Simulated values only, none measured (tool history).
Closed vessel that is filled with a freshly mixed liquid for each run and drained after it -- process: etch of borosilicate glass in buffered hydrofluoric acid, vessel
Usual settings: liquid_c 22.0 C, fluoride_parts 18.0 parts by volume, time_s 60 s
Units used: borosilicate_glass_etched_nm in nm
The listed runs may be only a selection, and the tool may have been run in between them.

run   hour  liquid_c  fluoride_parts  time_s  wafers since the last listed run  hours since the thermometer was replaced  hours since the hydrofluoric acid flow meter was replaced  hours since the gauge calibration  read-back film thickness of the borosilicate glass reference wafer, read on the same gauge (nm)  borosilicate_glass_etched_nm
  1    0.0      22.0            18.0      60                                 0                                    1553.2                                                     2345.5                              443.7                                                                                            29.99                         37.84
  2   31.9      22.0            18.0      60                              2789                                    1585.1                                                     2377.4                              475.6                                                                                            29.98                         37.62
  3   62.7      22.0            18.0      60                              2693                                    1615.9                                                     2408.2                              506.4                                                                                            30.04                         37.86
  4   99.1      22.0            18.0      60                              3182                                    1652.3                                                     2444.6                              542.8                                                                                            30.02                         37.92
     108.4  -- gauge calibrated
  5  156.4      22.0            18.0      60                              5010                                    1709.6                                                     2501.9                               48.0                                                                                            30.02                         37.53
  6  213.2      22.0            18.0      60                              4966                                    1766.4                                                     2558.7                              104.8                                                                                            30.00                         37.50
  7  254.2      22.0            18.0      45                              3585                                    1807.4                                                     2599.7                              145.8                                                                                            29.97                         28.38
     306.4  -- hydrofluoric acid flow meter replaced
  8  318.9      22.0            18.0      45                              5570                                    1872.1                                                       12.5                              210.5                                                                                            30.04                         30.89
  9  386.5      22.0            18.0      45                              5911                                    1939.7                                                       80.1                              278.1                                                                                            29.99                         31.26
     479.5  -- thermometer replaced
 10  510.1      23.5            13.0      85                             10720                                      30.6                                                      203.7                              401.7                                                                                            30.00                         87.35
     542.4  -- gauge calibrated
 11  602.5      22.0            18.0      80                              8079                                     123.0                                                      296.1                               60.1                                                                                            29.98                         54.55
 12  659.2      22.0            18.0      60                              4957                                     179.7                                                      352.8                              116.8                                                                                            30.01                         41.09
 13  708.7      25.0            18.0      45                              4328                                     229.2                                                      402.3                              166.3                                                                                            29.99                         36.23
 14  751.1      22.0            16.0      60                              3707                                     271.6                                                      444.7                              208.7                                                                                            29.98                         46.34
 15  814.1      22.0            18.0      40                              5508                                     334.6                                                      507.7                              271.7                                                                                            30.04                         27.20
 16  862.7      22.0            12.5      60                              4249                                     383.2                                                      556.3                              320.3                                                                                            30.00                         58.36
 17  890.7      22.0            18.0      60                              2448                                     411.2                                                      584.3                              348.3                                                                                            29.99                         40.45
 18  927.5      17.0            16.0      45                              3217                                     448.0                                                      621.1                              385.1                                                                                            30.06                         26.06
 19  959.8      20.5            24.5      30                              2824                                     480.3                                                      653.4                              417.4                                                                                            29.97                         14.78

Table of differences, measured result less the result of that run with no hidden state. Run-to-run variation is the same in both. Gauge scatter possibly is not:
What the log doesn't record here: liquid colder than its thermometer reads (K); hydrofluoric acid flow below the setpoint (%); gauge reads high (%).
run  borosilicate_glass_etched_nm
  1                         -3.84
  2                         -3.87
  3                         -3.95
  4                         -4.02
  5                         -4.08
  6                         -4.16
  7                         -3.19
  8                         -0.20
  9                         -0.29
 10                         -1.22
 11                         -0.97
 12                         -0.82
 13                         -0.80
 14                         -1.09
 15                         -0.72
 16                         -1.64
 17                         -1.19
 18                         -0.80
 19                         -0.33
